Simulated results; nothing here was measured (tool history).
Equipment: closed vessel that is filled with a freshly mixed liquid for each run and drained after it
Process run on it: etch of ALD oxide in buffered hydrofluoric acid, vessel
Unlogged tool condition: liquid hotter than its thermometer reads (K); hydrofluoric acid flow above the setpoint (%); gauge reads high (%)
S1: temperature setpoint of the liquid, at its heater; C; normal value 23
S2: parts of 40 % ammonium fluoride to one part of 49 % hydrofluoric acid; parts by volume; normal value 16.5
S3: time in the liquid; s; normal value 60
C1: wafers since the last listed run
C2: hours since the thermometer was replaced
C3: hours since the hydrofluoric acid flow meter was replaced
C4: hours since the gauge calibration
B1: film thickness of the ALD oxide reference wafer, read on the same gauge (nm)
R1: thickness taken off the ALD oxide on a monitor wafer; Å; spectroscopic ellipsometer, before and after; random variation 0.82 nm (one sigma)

run,hour,S1,S2,S3,C1,C2,C3,C4,B1,R1
1,0,23,16.5,75,0,1083.1,1831.3,519.1,119.96,1381.7
2,30.2,23,16.5,75,3639,1113.3,1861.5,549.3,119.98,1381.2
3,58,23,16.5,60,3349,1141.1,1889.3,577.1,119.99,1108.8
4,82.4,23,16.5,60,2940,1165.5,1913.7,601.5,120,1116
5,95.9,23,16.5,60,1626,1179,1927.2,615,119.98,1121.2
6,121.6,24,16.5,60,3096,1204.7,1952.9,640.7,120,1182.2
7,154.9,24,16.5,60,4012,1238,1986.2,674,119.97,1184.6
8,175.8,23,16.5,60,2518,1258.9,2007.1,694.9,119.97,1137.1
9,210.7,23,16.5,60,4205,1293.8,2042,729.8,120,1134.4
10,232.3,23,16.5,60,2602,1315.4,2063.6,751.4,120.01,1141.5
# hour 254.5: gauge calibrated
11,260.9,23,13,45,3446,1344,2092.2,6.4,120.03,1089.6
12,273.7,23,16.5,80,1542,1356.8,2105,19.2,120,1509.7
13,308.5,23,16.5,60,4193,1391.6,2139.8,54,120.04,1145.1
14,329.8,23,16.5,60,2566,1412.9,2161.1,75.3,120.03,1150.8
15,350.8,23,16.5,60,2530,1433.9,2182.1,96.3,120,1167
16,377.6,21,16.5,95,3229,1460.7,2208.9,123.1,119.97,1641.4
17,412,18.5,20.5,90,4145,1495.1,2243.3,157.5,120.02,1096.8
18,437.8,25,19.5,60,3108,1520.9,2269.1,183.3,119.94,1100.6
19,463.1,19.5,21.5,75,3048,1546.2,2294.4,208.6,120.02,936.7
20,550.7,27.5,16.5,45,10555,1633.8,2382,296.2,120.02,1123.3
# hour 570.8: hydrofluoric acid flow meter replaced
21,575.8,23,16.5,60,2903,1658.9,5,321.3,120.04,1060.5
22,600.5,20.5,21,60,2976,1683.6,29.7,346,120.02,753
23,629.6,20.5,16.5,75,3506,1712.7,58.8,375.1,120.01,1182.6
24,646.8,23,18.5,45,2072,1729.9,76,392.3,119.99,734.1
# hour 655.4: thermometer replaced
25,667.4,21,16.5,75,2361,12,96.6,412.9,120.03,1050.4
26,700.3,23,16.5,60,3964,44.9,129.5,445.8,120,953.6
27,727.7,19.5,13,60,3301,72.3,156.9,473.2,120.01,990.1
28,747.1,23,16.5,60,2337,91.7,176.3,492.6,119.99,943.4
29,773.5,23,16.5,60,3181,118.1,202.7,519,119.95,958.7
30,806.1,23,16.5,60,3928,150.7,235.3,551.6,120,984.8
31,834.5,24.5,12,80,3422,179.1,263.7,580,119.98,1923.4
32,864,20,16.5,60,3554,208.6,293.2,609.5,120.02,820.6
33,886.5,21.5,12.5,60,2711,231.1,315.7,632,120.03,1187.3
34,900.3,23,22,60,1662,244.9,329.5,645.8,120.02,748

Forecast each of these 4 alternatives for the next run:
A,901,23,16.5,60,84,245.6,330.2,646.5,?,?
B,901,23,12,40,84,245.6,330.2,646.5,?,?
C,901,23,13.5,60,84,245.6,330.2,646.5,?,?
D,901,21,16.5,60,84,245.6,330.2,646.5,?,?

run,B1,R1
A,120.02,980.1
B,120.02,892.8
C,120.02,1193.6
D,120.02,877.8
With the hidden condition removed and each run's random variation left untouched, the same runs would have given:
run,R1
A,910
B,829.2
C,1108.3
D,814.6
